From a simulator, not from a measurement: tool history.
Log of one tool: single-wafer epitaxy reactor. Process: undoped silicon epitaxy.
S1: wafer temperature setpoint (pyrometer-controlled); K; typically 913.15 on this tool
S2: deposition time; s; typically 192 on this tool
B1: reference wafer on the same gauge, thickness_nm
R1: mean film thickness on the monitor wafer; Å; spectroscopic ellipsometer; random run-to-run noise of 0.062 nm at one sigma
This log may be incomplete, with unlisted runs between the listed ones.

Run 1, day 0.000: usual settings but S1 924.15 K, S2 168 s; B1 22.126. Result: R1 276.53 Å.
Run 2, day 2.604: usual settings but S1 924.15 K, S2 168 s; B1 22.157. Result: R1 276.88 Å.
Run 3, day 6.308: usual settings but S1 924.15 K, S2 168 s; B1 22.212. Result: R1 277.44 Å.
Run 4, day 7.833: usual settings; B1 22.209. Result: R1 256.67 Å.
Run 5, day 9.496: usual settings; B1 22.223. Result: R1 256.09 Å.
Run 6, day 12.767: usual settings; B1 22.265. Result: R1 255.91 Å.
Run 7, day 14.421: usual settings; B1 22.259. Result: R1 256.23 Å.
Run 8, day 17.704: usual settings; B1 22.295. Result: R1 257.22 Å.
Run 9, day 21.646: usual settings; B1 22.364. Result: R1 258.09 Å.
Run 10, day 24.683: usual settings; B1 22.389. Result: R1 257.63 Å.
At day 25.958: pyrometer calibrated.
Run 11, day 27.875: usual settings; B1 22.396. Result: R1 258.03 Å.
Run 12, day 31.867: usual settings but S1 909.15 K; B1 22.444. Result: R1 238.87 Å.
Run 13, day 36.129: usual settings but S1 909.15 K; B1 22.503. Result: R1 239.75 Å.
Run 14, day 38.438: usual settings but S1 917.15 K, S2 211 s; B1 22.521. Result: R1 307.81 Å.
Run 15, day 40.421: usual settings; B1 22.557. Result: R1 260.82 Å.
Run 16, day 44.708: usual settings but S1 905.15 K, S2 154 s; B1 22.599. Result: R1 177.67 Å.
At day 46.254: gauge calibrated.
Run 17, day 48.367: usual settings but S1 921.15 K, S2 156 s; B1 21.937. Result: R1 240.39 Å.
Run 18, day 51.554: usual settings but S1 921.15 K, S2 156 s; B1 21.973. Result: R1 240.39 Å.
Run 19, day 54.146: usual settings but S1 922.15 K, S2 202 s; B1 21.985. Result: R1 318.55 Å.
Run 20, day 57.758: usual settings but S1 909.15 K, S2 215 s; B1 22.033. Result: R1 263.33 Å.
Run 21, day 59.921: usual settings but S1 921.15 K, S2 156 s; B1 22.062. Result: R1 240.28 Å.
Run 22, day 61.429: usual settings but S1 925.15 K, S2 168 s; B1 22.071. Result: R1 281.13 Å.
Run 23, day 63.467: usual settings but S1 917.15 K, S2 221 s; B1 22.096. Result: R1 316.54 Å.
Run 24, day 67.446: usual settings but S1 918.15 K, S2 172 s; B1 22.144. Result: R1 251.89 Å.
Run 25, day 71.754: usual settings but S1 909.15 K; B1 22.166. Result: R1 237.27 Å.
Run 26, day 74.112: usual settings but S1 918.15 K; B1 22.185. Result: R1 281.99 Å.

3 options for the next run, each taken on its own from the tool as it stands now. Forecast them:
Run A, day 74.133: usual settings; B1 ?. Result: R1 ?.
Run B, day 74.133: usual settings but S2 216 s; B1 ?. Result: R1 ?.
Run C, day 74.133: usual settings but S1 919.15 K, S2 210 s; B1 ?. Result: R1 ?.

run      B1      R1
  A  22.210  255.39
  B  22.210  287.32
  C  22.210  313.98
What these runs would have given with no unlogged condition in the tool:
run      R1
  A  253.06
  B  284.69
  C  311.10

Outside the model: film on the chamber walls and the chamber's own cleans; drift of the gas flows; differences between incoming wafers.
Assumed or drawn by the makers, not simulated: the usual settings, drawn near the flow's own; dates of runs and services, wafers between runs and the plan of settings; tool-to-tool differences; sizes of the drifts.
